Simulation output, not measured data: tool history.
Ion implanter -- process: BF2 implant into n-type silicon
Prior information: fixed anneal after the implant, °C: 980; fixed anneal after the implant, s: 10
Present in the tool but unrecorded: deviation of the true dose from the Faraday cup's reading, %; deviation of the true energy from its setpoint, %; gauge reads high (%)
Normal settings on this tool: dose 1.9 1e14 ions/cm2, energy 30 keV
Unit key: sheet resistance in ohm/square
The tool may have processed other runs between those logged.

run    hour  dose  energy  wafers since the last listed run  hours since the last dose calibration  hours since the extraction supply was calibrated  hours since the gauge calibration  read-back reference wafer on the same gauge, sheet resistance  sheet resistance
  1       0  2.25      30                                 0                                   63.9                                            6070.3                               2022                                                         565.96            457.83
  2    32.1   1.9    27.5                               552                                     96                                            6102.4                             2054.1                                                         565.96            527.85
  3    94.3   1.9    27.5                              1071                                  158.2                                            6164.6                             2116.3                                                         566.17            525.59
  4   164.2   1.9      30                              1203                                  228.1                                            6234.5                             2186.2                                                          566.1            520.19
  5   233.1   1.9      30                              1186                                    297                                            6303.4                             2255.1                                                         565.99            519.15
  6   289.6   1.9      30                               972                                  353.5                                            6359.9                             2311.6                                                         566.11            519.43
  7   358.4   1.9      30                              1184                                  422.3                                            6428.7                             2380.4                                                         565.85            517.42
  8   419.3   1.9      30                              1048                                  483.2                                            6489.6                             2441.3                                                         565.88            516.34
  9   458.8   1.9      35                               680                                  522.7                                            6529.1                             2480.8                                                         565.92            512.69
 10     514  1.78      30                               950                                  577.9                                            6584.3                               2536                                                         566.13            543.31
      575.9  -- gauge calibrated
 11   666.5   1.9    32.5                              2626                                  730.4                                            6736.8                               90.6                                                         566.29            512.24
 12   695.2   1.9      30                               494                                  759.1                                            6765.5                              119.3                                                         566.28            516.58
 13   719.8   1.9      30                               423                                  783.7                                            6790.1                              143.9                                                         566.01            516.84
 14     756   1.9      30                               623                                  819.9                                            6826.3                              180.1                                                         566.04            516.54
      771.8  -- extraction supply calibrated
 15   792.8   1.9      30                               495                                  856.7                                                21                              216.9                                                            566            516.61
 16   878.6  1.63      39                              1477                                  942.5                                             106.8                              302.7                                                         565.94            567.31
 17   927.5  2.47      39                               842                                  991.4                                             155.7                              351.6                                                         566.04            414.22
 18   977.8  2.13      20                               866                                 1041.7                                               206                              401.9                                                            566            480.74
 19  1033.8  1.75    20.5                               964                                 1097.7                                               262                              457.9                                                         565.74            567.49
 20  1072.7  1.72      37                               669                                 1136.6                                             300.9                              496.8                                                         565.79            547.89
 21  1113.6   1.4    25.5                               704                                 1177.5                                             341.8                              537.7                                                         566.32            671.53
     1140.5  -- Faraday cup replaced and dose calibrated
 22  1165.4  1.62      22                               754                                   24.9                                             393.6                              589.5                                                         566.12             618.2
 23  1228.5  2.09      30                              1086                                     88                                             456.7                              652.6                                                         565.82            486.23
 24  1269.9  2.33      20                               712                                  129.4                                             498.1                                694                                                         565.89            454.79
 25  1314.8   1.9    27.5                               773                                  174.3                                               543                              738.9                                                         566.04            525.14
 26  1345.6   1.9      30                               530                                  205.1                                             573.8                              769.7                                                         565.83            522.56
 27  1391.3  1.38      30                               786                                  250.8                                             619.5                              815.4                                                          565.8            671.08
 28  1444.4   1.9      30                               914                                  303.9                                             672.6                              868.5                                                         566.02            519.23
 29  1500.6  1.63      39                               967                                  360.1                                             728.8                              924.7                                                         565.94            570.06
 30    1554   1.9      30                               919                                  413.5                                             782.2                              978.1                                                         565.97            520.56
 31  1616.4   1.9      30                              1074                                  475.9                                             844.6                             1040.5                                                         566.03            518.64
 32  1685.7  2.08      39                              1193                                  545.2                                             913.9                             1109.8                                                         565.85            477.35
 33  1730.4   1.9    34.5                               769                                  589.9                                             958.6                             1154.5                                                         566.13            516.04
 34  1789.7  1.34      39                              1021                                  649.2                                            1017.9                             1213.8                                                         566.15            656.87
 35  1840.9  1.59      25                               881                                  700.4                                            1069.1                               1265                                                         566.11            610.08
 36  1868.3   2.1      30                               471                                  727.8                                            1096.5                             1292.4                                                         566.19            478.07
 37  2025.2   2.2      40                              2701                                  884.7                                            1253.4                             1449.3                                                         565.97            453.95

What if the next run were any one of these 4? Each begins from the tool's condition after run 37:
  A  2025.6   1.9      30                                 6                                  885.1                                            1253.8                             1449.7                                                              ?                 ?
  B  2025.6  2.28    38.5                                 6                                  885.1                                            1253.8                             1449.7                                                              ?                 ?
  C  2025.6  1.71    38.5                                 6                                  885.1                                            1253.8                             1449.7                                                              ?                 ?
  D  2025.6   1.5      34                                 6                                  885.1                                            1253.8                             1449.7                                                              ?                 ?

run  read-back reference wafer on the same gauge, sheet resistance  sheet resistance
  A                                                          566.1            516.58
  B                                                          566.1            441.84
  C                                                          566.1            549.52
  D                                                          566.1            613.92
Without the tool's unlogged condition, the same runs would have read:
run  sheet resistance
  A            524.69
  B            448.65
  C            557.42
  D            623.03

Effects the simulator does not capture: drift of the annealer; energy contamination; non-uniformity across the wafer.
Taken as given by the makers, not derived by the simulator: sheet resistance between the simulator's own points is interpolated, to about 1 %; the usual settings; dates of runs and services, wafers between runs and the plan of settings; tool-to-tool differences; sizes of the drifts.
